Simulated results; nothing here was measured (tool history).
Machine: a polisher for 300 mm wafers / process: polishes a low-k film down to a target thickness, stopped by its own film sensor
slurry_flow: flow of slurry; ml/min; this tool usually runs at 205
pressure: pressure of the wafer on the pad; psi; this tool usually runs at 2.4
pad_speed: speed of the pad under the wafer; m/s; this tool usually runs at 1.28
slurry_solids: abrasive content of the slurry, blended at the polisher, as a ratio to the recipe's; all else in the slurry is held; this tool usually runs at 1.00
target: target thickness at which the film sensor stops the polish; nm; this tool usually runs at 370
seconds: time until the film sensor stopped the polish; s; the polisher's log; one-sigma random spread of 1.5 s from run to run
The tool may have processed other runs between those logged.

run,hour,slurry_flow,pressure,pad_speed,slurry_solids,target,"incoming thickness of the incoming film, nm",seconds
1,0.0,140,1.8,0.90,1.00,353,436.5,246.2
2,7.2,205,3.1,1.02,1.00,370,425.4,90.5
3,35.9,260,2.4,1.60,0.75,353,434.2,141.9
4,50.0,205,2.4,1.28,1.00,370,427.0,98.7
5,65.0,205,2.4,1.28,1.00,370,424.4,97.6
# hour 73.4: worn pad replaced by a new one
6,73.9,205,2.4,1.28,0.85,370,431.8,120.0
# hour 88.3: slurry nozzle cleaned
7,89.6,205,2.4,1.10,1.00,370,426.8,108.3
8,98.9,205,2.4,0.88,1.00,358,430.3,163.9
9,105.2,205,2.4,1.28,1.00,370,438.3,113.9
10,120.3,205,2.9,1.50,0.75,382,432.1,81.5
11,128.0,205,2.4,1.70,1.00,370,429.9,78.9
12,137.1,205,2.4,1.28,0.75,370,428.5,124.2
# hour 144.4: slurry blender recalibrated
13,144.9,270,2.4,1.28,1.30,388,437.6,68.4
14,153.4,205,2.4,1.28,0.90,370,427.2,108.9
15,163.8,255,2.2,1.28,1.20,370,428.8,94.1
16,178.4,140,2.4,1.28,1.00,370,427.9,101.8
# hour 184.5: worn pad replaced by a new one
17,189.2,205,2.4,1.54,1.00,370,421.5,76.2
18,205.3,145,2.4,1.16,1.00,370,429.3,116.6
19,213.0,205,2.4,0.96,1.20,370,429.7,117.2
20,227.9,205,3.2,1.52,1.00,361,427.9,79.0
21,239.1,205,2.4,1.28,1.00,370,430.3,106.7
22,245.6,205,2.4,1.28,1.00,370,423.5,95.0
23,253.2,205,2.9,1.02,1.00,370,425.4,100.2
24,267.2,205,2.4,1.28,1.00,363,430.9,123.9
25,280.4,170,2.4,1.28,0.85,370,431.4,130.1

Here are 5 independent what-if runs from the current tool condition. What would each one return?
A,280.9,205,2.4,1.28,1.00,370,430.3,?
B,280.9,205,2.4,1.02,1.00,370,430.3,?
C,280.9,225,2.4,1.44,1.25,388,430.3,?
D,280.9,205,3.1,1.28,1.00,370,430.3,?
E,280.9,205,2.4,1.28,1.00,355,430.3,?

run,seconds
A,107.1
B,128.4
C,59.3
D,86.8
E,133.8
The same runs, with their run-to-run variation unchanged, on a tool lacking any hidden condition would have given:
run,seconds
A,97.1
B,116.5
C,54.0
D,78.7
E,121.3
